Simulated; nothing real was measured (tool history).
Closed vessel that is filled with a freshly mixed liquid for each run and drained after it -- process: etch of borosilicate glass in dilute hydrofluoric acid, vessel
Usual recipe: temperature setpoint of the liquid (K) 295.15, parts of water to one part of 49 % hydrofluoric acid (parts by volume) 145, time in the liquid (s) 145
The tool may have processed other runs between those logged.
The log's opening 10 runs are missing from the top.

run   hour  temperature setpoint of the liquid (K)  parts of water to one part of 49 % hydrofluoric acid (parts by volume)  time in the liquid (s)  wafers since the last listed run  hours since the thermometer was replaced  hours since the hydrofluoric acid flow meter was replaced  hours since the gauge calibration  read-back film thickness of the borosilicate glass reference wafer, read on the same gauge (nm)  thickness taken off the borosilicate glass on a monitor wafer (Å)
 11  124.2                                  298.65                                                                     100                     225                               510                                       5.9                                                      556.4                              328.8                                                                                           110.01                                                              889.6
 12  141.3                                  295.15                                                                     125                     145                              1615                                      23.0                                                      573.5                              345.9                                                                                           110.02                                                              389.0
 13  154.1                                  295.15                                                                      85                     145                              1208                                      35.8                                                      586.3                              358.7                                                                                           109.99                                                              593.7
     155.3  -- gauge calibrated
 14  169.6                                  295.15                                                                     145                     115                              1463                                      51.3                                                      601.8                               14.3                                                                                           110.02                                                              258.5
 15  177.8                                  295.15                                                                     125                      90                               774                                      59.5                                                      610.0                               22.5                                                                                           110.00                                                              239.2
 16  193.2                                  292.15                                                                     200                      65                              1454                                      74.9                                                      625.4                               37.9                                                                                           110.01                                                               89.0
 17  201.2                                  298.15                                                                     105                     200                               755                                      82.9                                                      633.4                               45.9                                                                                           110.01                                                              735.8
 18  208.3                                  297.65                                                                     110                      80                               670                                      90.0                                                      640.5                               53.0                                                                                           110.00                                                              271.8
     211.3  -- hydrofluoric acid flow meter replaced
 19  214.4                                  298.65                                                                     145                     105                               481                                      96.1                                                        3.1                               59.1                                                                                           110.01                                                              268.9
 20  225.3                                  297.65                                                                     145                     145                              1029                                     107.0                                                       14.0                               70.0                                                                                           109.99                                                              360.8
 21  238.1                                  293.65                                                                     195                     220                              1208                                     119.8                                                       26.8                               82.8                                                                                           109.97                                                              330.1
 22  250.8                                  299.15                                                                     165                     105                              1199                                     132.5                                                       39.5                               95.5                                                                                           110.01                                                              234.5
 23  257.8                                  295.15                                                                     190                     185                               661                                     139.5                                                       46.5                              102.5                                                                                           110.04                                                              300.3
 24  266.6                                  295.15                                                                     200                     145                               831                                     148.3                                                       55.3                              111.3                                                                                           109.97                                                              222.2
 25  283.0                                  292.65                                                                      90                     145                              1548                                     164.7                                                       71.7                              127.7                                                                                           109.99                                                              509.0
 26  312.1                                  295.15                                                                     145                      75                              2748                                     193.8                                                      100.8                              156.8                                                                                           109.96                                                              168.3
 27  323.9                                  298.15                                                                      90                     145                              1114                                     205.6                                                      112.6                              168.6                                                                                           109.98                                                              625.6

For run 28, what comes out?
 28  338.9                                  295.15                                                                     145                     105                              1416                                     220.6                                                      127.6                              183.6                                                                                                ?                                                                  ?

{"run 28": {"read-back film thickness of the borosilicate glass reference wafer, read on the same gauge (nm)": 110.0, "thickness taken off the borosilicate glass on a monitor wafer (Å)": 234.3}}
The same run, on a tool lacking any hidden state, would have yielded thickness taken off the borosilicate glass on a monitor wafer (Å) 236.7.
